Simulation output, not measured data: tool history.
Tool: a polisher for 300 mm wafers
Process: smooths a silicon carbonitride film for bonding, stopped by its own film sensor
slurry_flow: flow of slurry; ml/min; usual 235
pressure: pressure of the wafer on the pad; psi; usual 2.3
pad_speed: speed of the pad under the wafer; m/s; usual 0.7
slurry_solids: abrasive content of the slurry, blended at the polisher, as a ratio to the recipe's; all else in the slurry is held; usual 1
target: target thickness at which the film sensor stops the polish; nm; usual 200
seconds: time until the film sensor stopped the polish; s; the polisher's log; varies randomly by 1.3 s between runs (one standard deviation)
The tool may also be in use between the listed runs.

run,hour,slurry_flow,pressure,pad_speed,slurry_solids,target,wafers since the last listed run,wafers polished on this pad,hours since the slurry nozzle was cleaned,hours since the head pressure was calibrated,hours since the slurry blender was calibrated,"incoming thickness of the incoming film, nm",seconds
1,0,235,2.3,0.7,1,200,0,592,261.6,779.6,71.9,230.7,127.2
2,61.7,235,2.3,0.7,1,200,556,1148,323.3,841.3,133.6,233.6,140.5
3,115.9,205,2.3,0.64,1,200,488,1637,377.5,895.5,187.8,231.1,145.8
# hour 138.7: slurry blender recalibrated
# hour 157.5: worn pad replaced by a new one
4,177,205,2.3,0.64,1,200,496,175,438.6,956.6,38.3,232.4,148.3
# hour 183.6: slurry nozzle cleaned
5,248.5,205,2.3,0.64,1,200,635,811,64.9,1028.1,109.8,229.1,133.9
6,314.4,235,2.3,0.62,1,200,594,1405,130.8,1094,175.7,230.2,141.9
# hour 372.2: slurry blender recalibrated
7,379.7,235,2.3,0.62,1,200,570,1976,196.1,1159.3,7.5,231.8,144.9
# hour 393.5: worn pad replaced by a new one
# hour 426.6: head pressure recalibrated
8,432,235,2.3,0.62,1,200,417,328,248.4,5.4,59.8,232.5,143.4
9,457.4,235,1.9,0.7,1,200,229,557,273.8,30.8,85.2,231.7,141.9
10,506.2,235,1.9,0.7,1,200,440,997,322.6,79.6,134,228.1,130
11,557,235,1.9,0.7,1,200,458,1455,373.4,130.4,184.8,232.6,151.3
12,608.2,235,2.3,0.5,1,200,461,1917,424.6,181.6,236,232.5,179.5
# hour 623.5: slurry blender recalibrated
# hour 626.2: worn pad replaced by a new one
# hour 638.3: slurry nozzle cleaned
13,660.5,295,2.3,0.7,1,200,420,300,22.2,233.9,37,227.5,107.7
14,726.3,175,2.3,0.82,0.8,200,593,893,88,299.7,102.8,233.3,142.3
15,783.2,295,2.3,0.7,1,197,513,1407,144.9,356.6,159.7,228.5,127.8
16,821.7,235,2.3,0.7,1,200,347,1754,183.4,395.1,198.2,230.4,125.9
# hour 830.7: slurry blender recalibrated
17,852.4,195,1.9,0.52,1,200,258,2013,214.1,425.8,21.7,228.6,167.1
# hour 860: worn pad replaced by a new one
18,913.3,235,2.3,0.7,1,200,513,480,275,486.7,82.6,229,118.7
19,969.8,175,2.3,0.7,0.85,200,509,989,331.5,543.2,139.1,231.3,147.1
20,1036.8,235,2.3,0.7,1,192,604,1594,398.5,610.2,206.1,233,175.1
21,1070.9,235,2.3,0.7,0.85,207,307,1901,432.6,644.3,240.2,233.2,123.6
# hour 1081.1: slurry blender recalibrated
# hour 1106.3: worn pad replaced by a new one
22,1122.4,235,2,0.6,1,200,410,145,484.1,695.8,41.3,231.4,156.2

Alternative continuations, all from the tool just after run 22; predict every row:
A,1122.9,235,2.3,0.64,1,200,4,149,484.6,696.3,41.8,228.6,?
B,1122.9,160,2.3,0.92,1.2,200,4,149,484.6,696.3,41.8,228.6,?
C,1122.9,195,2.8,0.7,1.3,200,4,149,484.6,696.3,41.8,228.6,?

run,seconds
A,127.9
B,91.1
C,94.5
Had the tool no hidden state, the same runs would have come out as:
run,seconds
A,122
B,87
C,90.2
